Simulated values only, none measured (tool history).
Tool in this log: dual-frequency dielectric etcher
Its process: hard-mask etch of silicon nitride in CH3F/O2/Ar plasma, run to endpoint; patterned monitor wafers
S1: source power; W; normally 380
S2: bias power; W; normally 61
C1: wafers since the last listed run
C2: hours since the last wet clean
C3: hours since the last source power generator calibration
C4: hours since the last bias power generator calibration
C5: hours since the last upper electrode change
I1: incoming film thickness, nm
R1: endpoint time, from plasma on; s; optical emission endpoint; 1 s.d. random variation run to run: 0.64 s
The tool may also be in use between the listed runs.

Run 1, day 0: usual settings but S1 420 W; C1 0; C2 0.5; C3 3416.3; C4 1455.6; C5 4112.8; I1 47.06. Result: R1 68.4 s.
Run 2, day 0.121: usual settings; C1 41; C2 3.4; C3 3419.2; C4 1458.5; C5 4115.7; I1 47.51. Result: R1 70.8 s.
Run 3, day 1.104: usual settings; C1 337; C2 27; C3 3442.8; C4 1482.1; C5 4139.3; I1 47.17. Result: R1 70.5 s.
Run 4, day 2.462: usual settings; C1 466; C2 59.6; C3 3475.4; C4 1514.7; C5 4171.9; I1 47.57. Result: R1 71.4 s.
Run 5, day 3.75: usual settings; C1 441; C2 90.5; C3 3506.3; C4 1545.6; C5 4202.8; I1 47.45. Result: R1 71.4 s.
Run 6, day 4.904: usual settings; C1 396; C2 118.2; C3 3534; C4 1573.3; C5 4230.5; I1 47.5. Result: R1 72.2 s.
Run 7, day 6.062: usual settings; C1 397; C2 146; C3 3561.8; C4 1601.1; C5 4258.3; I1 47.8. Result: R1 72.4 s.
Run 8, day 7.204: usual settings but S1 430 W; C1 391; C2 173.4; C3 3589.2; C4 1628.5; C5 4285.7; I1 47.22. Result: R1 68.9 s.
Run 9, day 7.971: usual settings but S1 430 W; C1 263; C2 191.8; C3 3607.6; C4 1646.9; C5 4304.1; I1 47.21. Result: R1 68 s.
Run 10, day 8.879: usual settings but S1 430 W; C1 311; C2 213.6; C3 3629.4; C4 1668.7; C5 4325.9; I1 47.62. Result: R1 69.4 s.
At day 12.588: source power generator calibrated.
At day 13.858: upper electrode replaced.
Run 11, day 13.879: usual settings; C1 1315; C2 333.6; C3 31; C4 1788.7; C5 0.5; I1 47.42. Result: R1 70.5 s.
Run 12, day 13.896: usual settings; C1 5; C2 334; C3 31.4; C4 1789.1; C5 0.9; I1 47.37. Result: R1 71.1 s.
Run 13, day 14.762: usual settings; C1 297; C2 354.8; C3 52.2; C4 1809.9; C5 21.7; I1 47.32. Result: R1 71.1 s.
Run 14, day 15.396: usual settings; C1 217; C2 370; C3 67.4; C4 1825.1; C5 36.9; I1 47.62. Result: R1 71.6 s.
Run 15, day 16.642: usual settings; C1 427; C2 399.9; C3 97.3; C4 1855; C5 66.8; I1 47.3. Result: R1 71.1 s.
At day 17.762: bias power generator calibrated.
Run 16, day 17.971: usual settings but S1 430 W, S2 56 W; C1 399; C2 431.8; C3 129.2; C4 5; C5 98.7; I1 47.51. Result: R1 71.7 s.
Run 17, day 18.475: usual settings; C1 173; C2 443.9; C3 141.3; C4 17.1; C5 110.8; I1 47.58. Result: R1 70.5 s.
Run 18, day 20.858: usual settings but S1 420 W, S2 70 W; C1 818; C2 501.1; C3 198.5; C4 74.3; C5 168; I1 47.43. Result: R1 65.1 s.
Run 19, day 22.029: usual settings but S1 350 W, S2 55 W; C1 401; C2 529.2; C3 226.6; C4 102.4; C5 196.1; I1 47.43. Result: R1 76.1 s.
Run 20, day 23.325: usual settings but S1 350 W, S2 56 W; C1 444; C2 560.3; C3 257.7; C4 133.5; C5 227.2; I1 47.36. Result: R1 76.6 s.
Run 21, day 23.838: usual settings; C1 175; C2 572.6; C3 270; C4 145.8; C5 239.5; I1 47.47. Result: R1 71.2 s.
At day 25.567: wet clean of the chamber.
Run 22, day 25.588: usual settings but S1 320 W, S2 67 W; C1 257; C2 0.5; C3 312; C4 187.8; C5 281.5; I1 47.37. Result: R1 71.4 s.
Run 23, day 25.862: usual settings but S1 460 W; C1 94; C2 7.1; C3 318.6; C4 194.4; C5 288.1; I1 46.87. Result: R1 65.3 s.
Run 24, day 26.504: usual settings but S1 310 W, S2 72 W; C1 220; C2 22.5; C3 334; C4 209.8; C5 303.5; I1 47.71. Result: R1 70.7 s.
Run 25, day 27.492: usual settings but S1 410 W, S2 50 W; C1 338; C2 46.2; C3 357.7; C4 233.5; C5 327.2; I1 47.63. Result: R1 77.4 s.
Run 26, day 28.721: usual settings but S1 410 W, S2 48 W; C1 421; C2 75.7; C3 387.2; C4 263; C5 356.7; I1 46.84. Result: R1 76.3 s.
Run 27, day 30.158: usual settings but S1 280 W, S2 67 W; C1 493; C2 110.2; C3 421.7; C4 297.5; C5 391.2; I1 47.55. Result: R1 75.1 s.
Run 28, day 31.338: usual settings but S1 410 W, S2 54 W; C1 404; C2 138.5; C3 450; C4 325.8; C5 419.5; I1 47.15. Result: R1 72.9 s.
Run 29, day 32.308: usual settings but S2 69 W; C1 333; C2 161.8; C3 473.3; C4 349.1; C5 442.8; I1 47.12. Result: R1 66.5 s.
Run 30, day 33.212: usual settings but S1 430 W; C1 310; C2 183.5; C3 495; C4 370.8; C5 464.5; I1 47.5. Result: R1 68.9 s.
Run 31, day 34.512: usual settings; C1 446; C2 214.7; C3 526.2; C4 402; C5 495.7; I1 47.75. Result: R1 72.5 s.
Run 32, day 35.258: usual settings but S1 330 W; C1 255; C2 232.6; C3 544.1; C4 419.9; C5 513.6; I1 47.33. Result: R1 73.9 s.
Run 33, day 37.642: usual settings; C1 818; C2 289.8; C3 601.3; C4 477.1; C5 570.8; I1 46.99. Result: R1 71.1 s.
Run 34, day 39.121: usual settings but S2 68 W; C1 507; C2 325.3; C3 636.8; C4 512.6; C5 606.3; I1 47.25. Result: R1 67.4 s.

Each row is a separate what-if for the run after 34, all from the same tool condition, not one after another. Results?
Run A, day 39.138: usual settings but S1 340 W; C1 5; C2 325.7; C3 637.2; C4 513; C5 606.7; I1 47.85. Result: R1 ?.
Run B, day 39.138: usual settings but S1 470 W, S2 76 W; C1 5; C2 325.7; C3 637.2; C4 513; C5 606.7; I1 47.85. Result: R1 ?.
Run C, day 39.138: usual settings but S1 440 W, S2 76 W; C1 5; C2 325.7; C3 637.2; C4 513; C5 606.7; I1 47.85. Result: R1 ?.
Run D, day 39.138: usual settings but S2 49 W; C1 5; C2 325.7; C3 637.2; C4 513; C5 606.7; I1 47.85. Result: R1 ?.
Run E, day 39.138: usual settings but S1 430 W, S2 52 W; C1 5; C2 325.7; C3 637.2; C4 513; C5 606.7; I1 47.85. Result: R1 ?.

run    R1
  A  74.6
  B  61.2
  C  62.4
  D  79.9
  E  74.8
Stripped of hidden state, with their random variation kept, the same runs would have yielded:
run    R1
  A  74.6
  B  61.2
  C  62.4
  D  79.9
  E  74.8

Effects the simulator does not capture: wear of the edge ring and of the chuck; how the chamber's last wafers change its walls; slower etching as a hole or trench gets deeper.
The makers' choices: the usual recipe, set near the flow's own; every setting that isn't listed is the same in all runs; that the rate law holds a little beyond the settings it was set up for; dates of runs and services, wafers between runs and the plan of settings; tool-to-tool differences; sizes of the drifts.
